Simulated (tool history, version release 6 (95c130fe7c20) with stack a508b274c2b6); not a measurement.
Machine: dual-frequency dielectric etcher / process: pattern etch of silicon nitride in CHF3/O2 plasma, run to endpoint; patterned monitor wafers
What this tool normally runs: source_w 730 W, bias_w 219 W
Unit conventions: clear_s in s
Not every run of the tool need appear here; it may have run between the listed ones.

run	hour	source_w	bias_w	wafers since the last listed run	hours since the last wet clean	hours since the last source power generator calibration	hours since the last bias power generator calibration	hours since the last upper electrode change	incoming incoming film thickness, nm	clear_s
1	0.0	680	219	0	376.4	3171.9	474.1	3431.0	96.0	53.5
2	106.2	680	219	688	482.6	3278.1	580.3	3537.2	97.4	53.4
3	168.6	680	219	404	545.0	3340.5	642.7	3599.6	95.9	51.7
# hour 237.0: wet clean of the chamber
4	237.5	670	219	291	0.5	3409.4	711.6	3668.5	96.7	54.7
5	319.5	670	219	531	82.5	3491.4	793.6	3750.5	96.8	54.7
6	415.9	730	260	625	178.9	3587.8	890.0	3846.9	95.9	49.8
7	473.1	730	260	370	236.1	3645.0	947.2	3904.1	97.2	50.7
8	574.6	730	219	658	337.6	3746.5	1048.7	4005.6	96.1	51.6
9	670.0	730	219	618	433.0	3841.9	1144.1	4101.0	96.1	51.0
10	708.9	730	219	252	471.9	3880.8	1183.0	4139.9	96.9	51.9
11	791.2	790	250	533	554.2	3963.1	1265.3	4222.2	96.1	47.9
12	888.8	730	219	632	651.8	4060.7	1362.9	4319.8	96.0	50.5
# hour 935.8: wet clean of the chamber
13	936.3	730	239	152	0.5	4108.2	1410.4	4367.3	96.5	51.8
14	966.9	730	239	198	31.1	4138.8	1441.0	4397.9	97.1	52.6
15	1064.9	670	240	635	129.1	4236.8	1539.0	4495.9	96.8	52.7
# hour 1155.5: upper electrode replaced
16	1260.3	730	219	1111	324.5	4432.2	1734.4	104.8	97.1	51.7
17	1313.5	910	240	344	377.7	4485.4	1787.6	158.0	97.1	46.2
# hour 1327.9: bias power generator calibrated
18	1420.1	730	260	665	484.3	4592.0	92.2	264.6	96.2	48.1
19	1460.6	670	233	262	524.8	4632.5	132.7	305.1	97.0	51.8
20	1551.6	730	219	590	615.8	4723.5	223.7	396.1	96.0	50.8
# hour 1650.2: wet clean of the chamber
21	1650.7	910	252	486	0.5	4822.6	322.8	495.2	96.7	46.1
22	1743.7	600	194	603	93.5	4915.6	415.8	588.2	96.9	59.6
23	1845.8	620	256	662	195.6	5017.7	517.9	690.3	96.2	53.3
24	1894.7	860	237	317	244.5	5066.6	566.8	739.2	97.0	48.6
25	1983.0	730	219	572	332.8	5154.9	655.1	827.5	96.4	52.0
# hour 2049.5: source power generator calibrated
26	2075.2	870	257	571	425.0	25.7	747.3	919.7	96.0	46.1
27	2168.7	730	219	606	518.5	119.2	840.8	1013.2	96.0	51.2
# hour 2240.3: wet clean of the chamber
28	2484.6	660	260	1892	244.3	435.1	1156.7	1329.1	95.9	51.6
29	2563.0	730	219	508	322.7	513.5	1235.1	1407.5	96.3	51.2

4 options for the next run, each taken on its own from the tool as it stands now. Forecast them:
A	2563.4	730	219	2	323.1	513.9	1235.5	1407.9	97.3	?
B	2563.4	590	250	2	323.1	513.9	1235.5	1407.9	97.3	?
C	2563.4	660	200	2	323.1	513.9	1235.5	1407.9	97.3	?
D	2563.4	860	260	2	323.1	513.9	1235.5	1407.9	97.3	?

run	clear_s
A	52.9
B	56.0
C	56.4
D	47.4
Without the tool's unlogged condition, the same runs would have read:
run	clear_s
A	53.9
B	57.0
C	57.4
D	48.3

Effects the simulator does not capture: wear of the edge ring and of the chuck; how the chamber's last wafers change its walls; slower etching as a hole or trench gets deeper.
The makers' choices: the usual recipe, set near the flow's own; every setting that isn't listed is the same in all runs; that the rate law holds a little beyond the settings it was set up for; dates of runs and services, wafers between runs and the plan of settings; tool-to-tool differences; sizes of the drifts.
